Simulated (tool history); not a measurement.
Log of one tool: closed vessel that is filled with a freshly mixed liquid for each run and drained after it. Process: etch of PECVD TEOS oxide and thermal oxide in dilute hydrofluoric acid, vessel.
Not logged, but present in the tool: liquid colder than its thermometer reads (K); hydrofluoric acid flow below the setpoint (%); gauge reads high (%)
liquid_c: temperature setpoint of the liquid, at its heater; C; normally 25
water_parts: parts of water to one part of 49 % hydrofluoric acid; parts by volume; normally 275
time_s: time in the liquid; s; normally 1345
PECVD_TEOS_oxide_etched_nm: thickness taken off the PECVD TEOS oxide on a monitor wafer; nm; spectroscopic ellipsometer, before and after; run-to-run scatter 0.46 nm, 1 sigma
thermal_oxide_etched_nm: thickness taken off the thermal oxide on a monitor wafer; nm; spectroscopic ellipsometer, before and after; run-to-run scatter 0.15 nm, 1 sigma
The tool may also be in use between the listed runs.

run   hour  liquid_c  water_parts  time_s  wafers since the last listed run  hours since the thermometer was replaced  hours since the hydrofluoric acid flow meter was replaced  hours since the gauge calibration  read-back film thickness of the PECVD TEOS oxide reference wafer, read on the same gauge (nm)  read-back film thickness of the thermal oxide reference wafer, read on the same gauge (nm)  PECVD_TEOS_oxide_etched_nm  thermal_oxide_etched_nm
  1      0        25          275    1345                                 0                                       856                                                     2065.9                              797.1                                                                                          39.99                                                                                      129.97                       46.19                    16.66
  2   23.6        25          275    1345                               855                                     879.6                                                     2089.5                              820.7                                                                                          40.01                                                                                      129.99                       45.49                    16.77
  3   47.2        25          275    1345                               855                                     903.2                                                     2113.1                              844.3                                                                                          39.97                                                                                      130.01                       45.92                    16.77
      70.2  -- thermometer replaced
  4   80.5        25          275    1585                              1170                                      10.3                                                     2146.4                              877.6                                                                                          40.02                                                                                      129.96                       51.92                    18.77
  5    107        25          275    1585                               960                                      36.8                                                     2172.9                              904.1                                                                                          40.01                                                                                         130                       52.02                    18.71
  6  130.2        25          275    1585                               840                                        60                                                     2196.1                              927.3                                                                                          40.02                                                                                      129.99                       51.39                    18.97
  7  162.8      27.5          360     580                              1181                                      92.6                                                     2228.7                              959.9                                                                                          40.05                                                                                      130.03                       14.59                     5.24
  8  192.6        25          275    1345                              1080                                     122.4                                                     2258.5                              989.7                                                                                          39.97                                                                                      130.01                       42.99                     15.6
  9  211.2        25          350     700                               674                                       141                                                     2277.1                             1008.3                                                                                          40.03                                                                                         130                       16.26                     6.03
     227.3  -- gauge calibrated
 10  227.3        25          275    1345                               583                                     157.1                                                     2293.2                                  0                                                                                          39.98                                                                                      130.01                       44.17                    15.65
     240.3  -- thermometer replaced, repeated, since the last time left the tool worse
 11  258.3        25          365    2020                              1087                                        18                                                     2324.2                                 31                                                                                             40                                                                                      129.98                          50                    18.09
 12  289.7        27          215    1900                              1138                                      49.4                                                     2355.6                               62.4                                                                                             40                                                                                      130.01                      101.15                    36.43
       317  -- hydrofluoric acid flow meter replaced
 13  325.6        27          180    1610                              1264                                      85.3                                                        8.6                               98.3                                                                                          40.01                                                                                      130.01                      105.48                    37.99
 14  361.2        23          215    1710                              1290                                     120.9                                                       44.2                              133.9                                                                                          40.02                                                                                      129.96                       78.42                    27.97
 15  374.7        25          275    1745                               489                                     134.4                                                       57.7                              147.4                                                                                             40                                                                                      130.02                       62.65                    22.72
 16    394        25          190    1345                               699                                     153.7                                                         77                              166.7                                                                                          39.98                                                                                         130                       77.74                    27.16
 17  414.2      26.5          275    1345                               732                                     173.9                                                       97.2                              186.9                                                                                          40.02                                                                                      130.01                        50.4                    18.29
 18  435.6        25          340     715                               775                                     195.3                                                      118.6                              208.3                                                                                             40                                                                                      130.02                       19.44                        7
 19  450.4        25          275    1025                               536                                     210.1                                                      133.4                              223.1                                                                                          39.99                                                                                      129.97                        36.8                    13.15
 20  480.4      29.5          205    1140                              1087                                     240.1                                                      163.4                              253.1                                                                                          39.98                                                                                      130.01                       69.15                    24.93
 21  499.1      26.5          145    1050                               677                                     258.8                                                      182.1                              271.8                                                                                          39.98                                                                                      130.02                        86.9                    31.75
 22    514        21          205    1045                               540                                     273.7                                                        197                              286.7                                                                                             40                                                                                         130                       45.87                    16.55
 23  541.1        27          275    1570                               982                                     300.8                                                      224.1                              313.8                                                                                             40                                                                                      130.01                       59.22                    21.59
 24  565.3        25          275    1345                               877                                       325                                                      248.3                                338                                                                                          39.99                                                                                      129.97                        47.8                    17.37
 25  588.4        25          345    1345                               837                                     348.1                                                      271.4                              361.1                                                                                          39.98                                                                                      130.02                       35.14                    12.78
 26  652.4        25          275    1345                              2319                                     412.1                                                      335.4                              425.1                                                                                          39.96                                                                                      129.99                       47.53                     17.5
 27    672      21.5          330    1565                               710                                     431.7                                                        355                              444.7                                                                                          40.03                                                                                         130                       38.75                    13.92

Branching from run 27: 3 alternative next runs. What would each branch give?
  A   673        25          395    1345                                36                                     432.7                                                        356                              445.7                                                                                              ?                                                                                           ?                           ?                        ?
  B   673        25          385    1895                                36                                     432.7                                                        356                              445.7                                                                                              ?                                                                                           ?                           ?                        ?
  C   673      21.5          275    1990                                36                                     432.7                                                        356                              445.7                                                                                              ?                                                                                           ?                           ?                        ?

run  read-back film thickness of the PECVD TEOS oxide reference wafer, read on the same gauge (nm)  read-back film thickness of the thermal oxide reference wafer, read on the same gauge (nm)  PECVD_TEOS_oxide_etched_nm  thermal_oxide_etched_nm
  A                                                                                          40.04                                                                                      129.99                       29.36                    10.73
  B                                                                                          40.04                                                                                      129.99                       42.82                    15.65
  C                                                                                          40.04                                                                                      129.99                       61.65                    22.54
Had the tool no hidden state, the same runs would have come out as:
run  PECVD_TEOS_oxide_etched_nm  thermal_oxide_etched_nm
  A                       30.11                    11.01
  B                       43.93                    16.06
  C                       63.43                    23.19
